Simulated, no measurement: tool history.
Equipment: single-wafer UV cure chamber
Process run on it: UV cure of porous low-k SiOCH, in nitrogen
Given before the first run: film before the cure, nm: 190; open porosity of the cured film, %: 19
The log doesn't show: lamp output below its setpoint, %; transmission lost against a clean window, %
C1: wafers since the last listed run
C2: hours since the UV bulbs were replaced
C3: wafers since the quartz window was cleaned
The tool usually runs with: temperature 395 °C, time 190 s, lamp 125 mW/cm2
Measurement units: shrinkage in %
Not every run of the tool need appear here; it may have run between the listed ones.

Run 1, day 0: usual settings but time 100 s, lamp 99 mW/cm2; C1 0; C2 813.8; C3 591. Result: shrinkage 8.798 %.
Run 2, day 2.65: usual settings but time 100 s, lamp 99 mW/cm2; C1 594; C2 877.4; C3 1186. Result: shrinkage 8.621 %.
Run 3, day 6.592: usual settings but time 100 s, lamp 99 mW/cm2; C1 884; C2 972; C3 2071. Result: shrinkage 8.501 %.
Run 4, day 8.725: usual settings but temperature 407 °C, time 115 s; C1 478; C2 1023.2; C3 2549. Result: shrinkage 10.564 %.
Run 5, day 11.854: usual settings but temperature 407 °C, time 115 s; C1 702; C2 1098.3; C3 3252. Result: shrinkage 10.167 %.
At day 14.025: quartz window cleaned.
Run 6, day 15.138: usual settings but temperature 407 °C, time 115 s; C1 662; C2 1177.1; C3 249. Result: shrinkage 10.461 %.
Run 7, day 18.25: usual settings; C1 698; C2 1251.8; C3 947. Result: shrinkage 12.35 %.
Run 8, day 20.867: usual settings but lamp 155 mW/cm2; C1 587; C2 1314.6; C3 1534. Result: shrinkage 13.215 %.
Run 9, day 28.096: usual settings but lamp 155 mW/cm2; C1 1622; C2 1488.1; C3 3157. Result: shrinkage 13.185 %.
At day 31.25: quartz window cleaned.
Run 10, day 32.321: usual settings; C1 873; C2 1589.5; C3 239. Result: shrinkage 12.07 %.
Run 11, day 35.246: usual settings but temperature 384 °C; C1 656; C2 1659.7; C3 896. Result: shrinkage 11.543 %.
Run 12, day 38.246: usual settings but temperature 384 °C, time 240 s; C1 673; C2 1731.7; C3 1569. Result: shrinkage 12.603 %.
Run 13, day 42: usual settings; C1 842; C2 1821.8; C3 2412. Result: shrinkage 11.74 %.
Run 14, day 45.554: usual settings but lamp 150 mW/cm2; C1 797; C2 1907.1; C3 3209. Result: shrinkage 12.243 %.
At day 46.179: quartz window cleaned.
Run 15, day 47.092: usual settings but time 290 s, lamp 95 mW/cm2; C1 270; C2 1944; C3 204. Result: shrinkage 11.849 %.
At day 50.05: UV bulbs replaced.
Run 16, day 58.375: usual settings but temperature 382 °C, time 160 s, lamp 157 mW/cm2; C1 2457; C2 199.8; C3 2662. Result: shrinkage 12.837 %.
Run 17, day 62.254: usual settings; C1 870; C2 292.9; C3 3532. Result: shrinkage 12.713 %.
At day 63.042: quartz window cleaned.
Run 18, day 73.196: usual settings but temperature 403 °C, time 135 s, lamp 98 mW/cm2; C1 2380; C2 555.5; C3 2278. Result: shrinkage 10.082 %.
Run 19, day 75.083: usual settings; C1 423; C2 600.8; C3 2702. Result: shrinkage 12.547 %.
Run 20, day 77.083: usual settings; C1 448; C2 648.8; C3 3150. Result: shrinkage 12.488 %.
At day 79.304: quartz window cleaned.
Run 21, day 79.938: usual settings but temperature 382 °C; C1 565; C2 717.3; C3 141. Result: shrinkage 12.511 %.

Forecast each of these 4 alternatives for the next run:
Run A, day 79.954: usual settings; C1 3; C2 717.7; C3 145. Result: shrinkage ?.
Run B, day 79.954: usual settings but temperature 376 °C, time 145 s, lamp 165 mW/cm2; C1 3; C2 717.7; C3 145. Result: shrinkage ?.
Run C, day 79.954: usual settings but time 305 s, lamp 99 mW/cm2; C1 3; C2 717.7; C3 145. Result: shrinkage ?.
Run D, day 79.954: usual settings but time 120 s; C1 3; C2 717.7; C3 145. Result: shrinkage ?.

run  shrinkage
  A     12.654
  B     12.321
  C     13.832
  D     10.487
What these runs would have given with no unlogged condition in the tool:
run  shrinkage
  A     12.939
  B     12.604
  C     14.124
  D     10.757
